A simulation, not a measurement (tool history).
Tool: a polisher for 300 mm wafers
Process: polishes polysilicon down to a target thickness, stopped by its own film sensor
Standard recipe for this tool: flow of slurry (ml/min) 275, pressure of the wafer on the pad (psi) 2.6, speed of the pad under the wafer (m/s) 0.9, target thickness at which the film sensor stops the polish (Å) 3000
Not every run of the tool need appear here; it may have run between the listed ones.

run	hour	flow of slurry (ml/min)	pressure of the wafer on the pad (psi)	speed of the pad under the wafer (m/s)	target thickness at which the film sensor stops the polish (Å)	wafers since the last listed run	wafers polished on this pad	hours since the slurry nozzle was cleaned	hours since the head pressure was calibrated	incoming thickness of the incoming film, nm	time until the film sensor stopped the polish (s)
1	0	275	2.6	0.9	3000	0	201	178.4	189.3	736.3	55.2
2	29.2	275	2.6	0.9	3000	223	424	207.6	218.5	733.9	55.5
3	93	275	2.6	0.9	3000	488	912	271.4	282.3	740	56.1
4	126.2	275	2.6	0.9	3000	253	1166	304.6	315.5	718.4	54.3
5	339.9	275	2.6	0.9	3000	1634	2801	518.3	529.2	716.8	51.1
# hour 352.1: slurry nozzle cleaned
6	378.7	275	2.6	0.9	3000	289	3090	26.6	568	730.8	52.3
# hour 423.9: worn pad replaced by a new one
7	438.9	205	2.6	0.9	2290	429	114	86.8	628.2	722.9	62.7
8	502.2	205	2.6	0.9	2290	484	598	150.1	691.5	725.3	61.9
9	545.4	205	2.6	0.9	2290	330	929	193.3	734.7	733.3	62.9
10	593.9	275	2.4	0.9	3000	371	1300	241.8	783.2	724.3	53.7
11	635.2	275	2.4	0.9	3000	315	1616	283.1	824.5	736.1	54.7
# hour 659.3: head pressure recalibrated
12	676.5	275	2.6	0.9	3000	300	1916	324.4	17.2	728.1	56.9
13	747.4	275	2.6	0.9	3000	542	2459	395.3	88.1	738.1	57.3
14	779.2	275	2.6	0.9	3000	243	2702	427.1	119.9	723.2	53.8
# hour 804.9: worn pad replaced by a new one
15	831.3	275	2.6	1.02	3000	367	201	479.2	172	732.4	49.6
16	883.1	275	2.6	0.9	3660	396	598	531	223.8	730.8	45.4
# hour 911.2: slurry nozzle cleaned
17	918.3	275	2.6	0.9	3660	261	859	7.1	259	722.6	43.4
18	963.6	275	3.5	1.1	3000	346	1206	52.4	304.3	729.4	32.7
19	1012.3	275	2.6	0.9	3000	372	1578	101.1	353	734.2	52.9
20	1066.8	335	2.2	0.9	2620	416	1995	155.6	407.5	735.6	67.6
21	1113.7	355	2	1.06	3000	358	2354	202.5	454.4	730.2	57.3
22	1171.8	275	2.6	0.9	3000	444	2799	260.6	512.5	724.6	51.8
23	1219.1	310	3.3	0.72	3000	361	3160	307.9	559.8	735	52.5
# hour 1277.8: worn pad replaced by a new one
24	1282.5	245	3.3	0.68	1610	454	36	371.3	623.2	722.1	70.5
25	1352.5	325	3.5	0.72	4250	535	571	441.3	693.2	725.4	32.7
26	1400.1	215	3.2	0.62	3000	364	935	488.9	740.8	725.1	62.7
# hour 1423.7: slurry nozzle cleaned
27	1443	275	2.6	0.9	4110	320	1256	19.3	783.7	738.5	37.8
# hour 1491.9: head pressure recalibrated
28	1501.4	275	2.6	0.9	3000	431	1687	77.7	9.5	725.5	55.8
29	1538	275	2.6	0.9	3000	280	1967	114.3	46.1	730.6	55.9
30	1568.3	180	3.4	0.9	2440	231	2199	144.6	76.4	732.8	51.6
31	1614.2	275	2.6	0.9	3000	351	2550	190.5	122.3	718.8	53.4
# hour 1697.4: worn pad replaced by a new one
32	1800.7	305	2.6	0.9	2480	1396	790	377	308.8	727.2	59.9
33	1867.6	275	3.1	0.9	3000	511	1302	443.9	375.7	737.5	44.6
34	1902.6	365	2.6	0.74	1640	267	1570	478.9	410.7	718.9	81
35	1962.8	275	2.6	0.9	3620	460	2030	539.1	470.9	743.1	46
# hour 1971.5: slurry nozzle cleaned
36	2001.9	275	2.6	0.9	3000	291	2322	30.4	510	729	51.8

Hidden state or all else? Some run-to-run changes of time until the film sensor stopped the polish (s), split into what the settings, what came in and random variation would give without the hidden state, and what is left for the hidden state (with any gauge scatter that isn't in both results):
What the log doesn't record here: removal rate lost through wear of the pad, %; slurry flow missing at the pad, %; deviation of the head's pressure from its setpoint, %.
Run 11 -> 12: pressure of the wafer on the pad (psi) 2.4 -> 2.6, head pressure recalibrated. time until the film sensor stopped the polish (s) +2.2: hidden state +6.3, all else -4.1.
Run 24 -> 25: flow of slurry (ml/min) 245 -> 325, pressure of the wafer on the pad (psi) 3.3 -> 3.5, speed of the pad under the wafer (m/s) 0.68 -> 0.72, target thickness at which the film sensor stops the polish (Å) 1610 -> 4250. time until the film sensor stopped the polish (s) -37.8: hidden state +3.1, all else -40.9.
Run 25 -> 26: flow of slurry (ml/min) 325 -> 215, pressure of the wafer on the pad (psi) 3.5 -> 3.2, speed of the pad under the wafer (m/s) 0.72 -> 0.62, target thickness at which the film sensor stops the polish (Å) 4250 -> 3000. time until the film sensor stopped the polish (s) +30: hidden state -3.5, all else +33.5.
Run 27 -> 28: target thickness at which the film sensor stops the polish (Å) 4110 -> 3000, head pressure recalibrated. time until the film sensor stopped the polish (s) +18: hidden state +3.7, all else +14.3.
Run 33 -> 34: flow of slurry (ml/min) 275 -> 365, pressure of the wafer on the pad (psi) 3.1 -> 2.6, speed of the pad under the wafer (m/s) 0.9 -> 0.74, target thickness at which the film sensor stops the polish (Å) 3000 -> 1640. time until the film sensor stopped the polish (s) +36.4: hidden state -2.8, all else +39.2.
Run 34 -> 35: flow of slurry (ml/min) 365 -> 275, speed of the pad under the wafer (m/s) 0.74 -> 0.9, target thickness at which the film sensor stops the polish (Å) 1640 -> 3620. time until the film sensor stopped the polish (s) -35: hidden state +2.1, all else -37.1.
